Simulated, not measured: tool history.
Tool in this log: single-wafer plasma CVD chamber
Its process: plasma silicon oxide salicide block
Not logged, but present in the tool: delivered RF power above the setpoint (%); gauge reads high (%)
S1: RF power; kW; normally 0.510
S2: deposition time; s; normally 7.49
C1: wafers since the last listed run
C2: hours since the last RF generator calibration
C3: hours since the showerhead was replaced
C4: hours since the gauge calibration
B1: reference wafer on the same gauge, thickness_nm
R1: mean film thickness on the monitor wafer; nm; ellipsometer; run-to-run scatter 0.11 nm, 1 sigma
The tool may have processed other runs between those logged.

run,hour,S1,S2,C1,C2,C3,C4,B1,R1
1,0.0,0.510,7.49,0,1135.4,3976.9,57.7,75.365,73.958
2,16.4,0.510,7.49,352,1151.8,3993.3,74.1,75.390,73.719
3,29.3,0.510,7.49,277,1164.7,4006.2,87.0,75.394,73.627
4,37.3,0.570,7.49,171,1172.7,4014.2,95.0,75.398,76.244
5,54.1,0.510,7.49,360,1189.5,4031.0,111.8,75.400,73.866
6,63.8,0.510,7.49,208,1199.2,4040.7,121.5,75.395,73.903
# hour 83.9: RF generator calibrated
7,84.4,0.510,7.49,270,0.5,4061.3,142.1,75.420,75.726
8,88.1,0.510,7.49,79,4.2,4065.0,145.8,75.435,75.438
9,95.1,0.430,6.91,150,11.2,4072.0,152.8,75.408,66.024
10,111.4,0.430,6.91,350,27.5,4088.3,169.1,75.393,66.045
11,126.2,0.410,7.02,317,42.3,4103.1,183.9,75.378,65.871
# hour 132.0: gauge calibrated
12,140.1,0.510,7.49,298,56.2,4117.0,8.1,75.399,75.219
13,147.1,0.455,7.87,150,63.2,4124.0,15.1,75.366,76.050
14,158.3,0.470,6.12,240,74.4,4135.2,26.3,75.405,60.090
# hour 172.2: showerhead replaced
15,172.7,0.535,8.74,137,88.8,0.5,40.7,75.396,89.084
16,179.3,0.470,8.50,141,95.4,7.1,47.3,75.382,83.042
17,192.6,0.510,7.49,285,108.7,20.4,60.6,75.415,75.117
18,218.3,0.510,8.72,551,134.4,46.1,86.3,75.389,87.120
19,235.6,0.535,7.49,371,151.7,63.4,103.6,75.386,75.886
20,246.2,0.565,8.34,227,162.3,74.0,114.2,75.402,86.160

4 options for the next run, each taken on its own from the tool as it stands now. Forecast them:
A,246.6,0.580,7.49,8,162.7,74.4,114.6,?,?
B,246.6,0.600,8.65,8,162.7,74.4,114.6,?,?
C,246.6,0.425,7.10,8,162.7,74.4,114.6,?,?
D,246.6,0.425,7.49,8,162.7,74.4,114.6,?,?

run,B1,R1
A,75.431,77.847
B,75.431,90.860
C,75.431,66.911
D,75.431,70.587
The same runs, with their run-to-run variation unchanged, on a tool lacking any hidden condition would have given:
run,R1
A,79.211
B,92.452
C,68.084
D,71.824

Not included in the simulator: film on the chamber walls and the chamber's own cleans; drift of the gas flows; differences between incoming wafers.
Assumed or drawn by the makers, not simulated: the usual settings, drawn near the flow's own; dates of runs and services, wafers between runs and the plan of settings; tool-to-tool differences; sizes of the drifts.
